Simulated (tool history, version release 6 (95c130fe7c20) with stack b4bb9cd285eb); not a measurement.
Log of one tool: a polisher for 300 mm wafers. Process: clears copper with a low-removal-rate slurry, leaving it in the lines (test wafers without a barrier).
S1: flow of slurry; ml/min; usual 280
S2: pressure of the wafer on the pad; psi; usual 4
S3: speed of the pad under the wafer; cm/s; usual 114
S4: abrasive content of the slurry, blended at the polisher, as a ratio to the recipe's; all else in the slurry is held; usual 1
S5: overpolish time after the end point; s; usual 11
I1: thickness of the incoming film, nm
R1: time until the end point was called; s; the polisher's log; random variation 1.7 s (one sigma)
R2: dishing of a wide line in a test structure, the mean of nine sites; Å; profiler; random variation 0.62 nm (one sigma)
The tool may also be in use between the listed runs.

{"run": 1, "hour": 0.0, "S1": 280, "S2": 4, "S3": 114, "S4": 1, "S5": 11, "I1": 590.7, "R1": 124, "R2": 422}
{"run": 2, "hour": 12.8, "S1": 280, "S2": 4, "S3": 114, "S4": 1, "S5": 9, "I1": 577.5, "R1": 123.5, "R2": 343}
{"run": 3, "hour": 21.2, "S1": 280, "S2": 4, "S3": 114, "S4": 1, "S5": 9, "I1": 590.2, "R1": 128.8, "R2": 346}
{"run": 4, "hour": 34.9, "S1": 280, "S2": 4, "S3": 114, "S4": 1, "S5": 11, "I1": 584.7, "R1": 130.2, "R2": 409}
{"run": 5, "hour": 52.5, "S1": 280, "S2": 4, "S3": 114, "S4": 1, "S5": 11, "I1": 587.2, "R1": 127.7, "R2": 403}
{"hour": 55.6, "done": "head pressure recalibrated"}
{"hour": 61.8, "done": "worn pad replaced by a new one"}
{"run": 6, "hour": 63.0, "S1": 280, "S2": 4, "S3": 114, "S4": 1, "S5": 11, "I1": 593, "R1": 123.6, "R2": 441}
{"hour": 65.2, "done": "slurry blender recalibrated"}
{"run": 7, "hour": 70.1, "S1": 280, "S2": 4, "S3": 114, "S4": 1, "S5": 11, "I1": 576.6, "R1": 116.2, "R2": 434}
{"run": 8, "hour": 87.1, "S1": 280, "S2": 4, "S3": 114, "S4": 1, "S5": 6, "I1": 582.7, "R1": 123, "R2": 240}
{"run": 9, "hour": 96.8, "S1": 345, "S2": 4, "S3": 114, "S4": 1.2, "S5": 11, "I1": 585.5, "R1": 119.7, "R2": 439}
{"run": 10, "hour": 106.9, "S1": 210, "S2": 4.7, "S3": 92, "S4": 1, "S5": 8, "I1": 587.4, "R1": 140.9, "R2": 286}
{"run": 11, "hour": 116.6, "S1": 380, "S2": 3.2, "S3": 78, "S4": 1, "S5": 8, "I1": 590.3, "R1": 213.4, "R2": 192}
{"hour": 125.0, "done": "slurry nozzle cleaned"}
{"run": 12, "hour": 132.8, "S1": 280, "S2": 4, "S3": 114, "S4": 1, "S5": 11, "I1": 587, "R1": 128, "R2": 402}
{"run": 13, "hour": 147.4, "S1": 210, "S2": 4.7, "S3": 92, "S4": 1, "S5": 8, "I1": 588.4, "R1": 143.2, "R2": 274}
{"run": 14, "hour": 154.4, "S1": 280, "S2": 4, "S3": 114, "S4": 1, "S5": 11, "I1": 584.9, "R1": 133.3, "R2": 395}
{"run": 15, "hour": 167.6, "S1": 230, "S2": 3.6, "S3": 76, "S4": 1.25, "S5": 11, "I1": 581.5, "R1": 209.4, "R2": 257}

3 ways to go on from here, each from the tool as it stands after run 15. What would each give?
{"run": "A", "hour": 168.1, "S1": 280, "S2": 4, "S3": 114, "S4": 1, "S5": 11, "I1": 586.1, "R1": "?", "R2": "?"}
{"run": "B", "hour": 168.1, "S1": 280, "S2": 3.2, "S3": 114, "S4": 1.1, "S5": 14, "I1": 586.1, "R1": "?", "R2": "?"}
{"run": "C", "hour": 168.1, "S1": 190, "S2": 2.6, "S3": 114, "S4": 1, "S5": 6, "I1": 586.1, "R1": "?", "R2": "?"}

run=A R1=132.8 R2=402
run=B R1=153.1 R2=437
run=C R1=185.3 R2=167
Without the tool's hidden state the same runs would have given:
run=A R1=116.4 R2=453
run=B R1=134.2 R2=490
run=C R1=162.4 R2=189
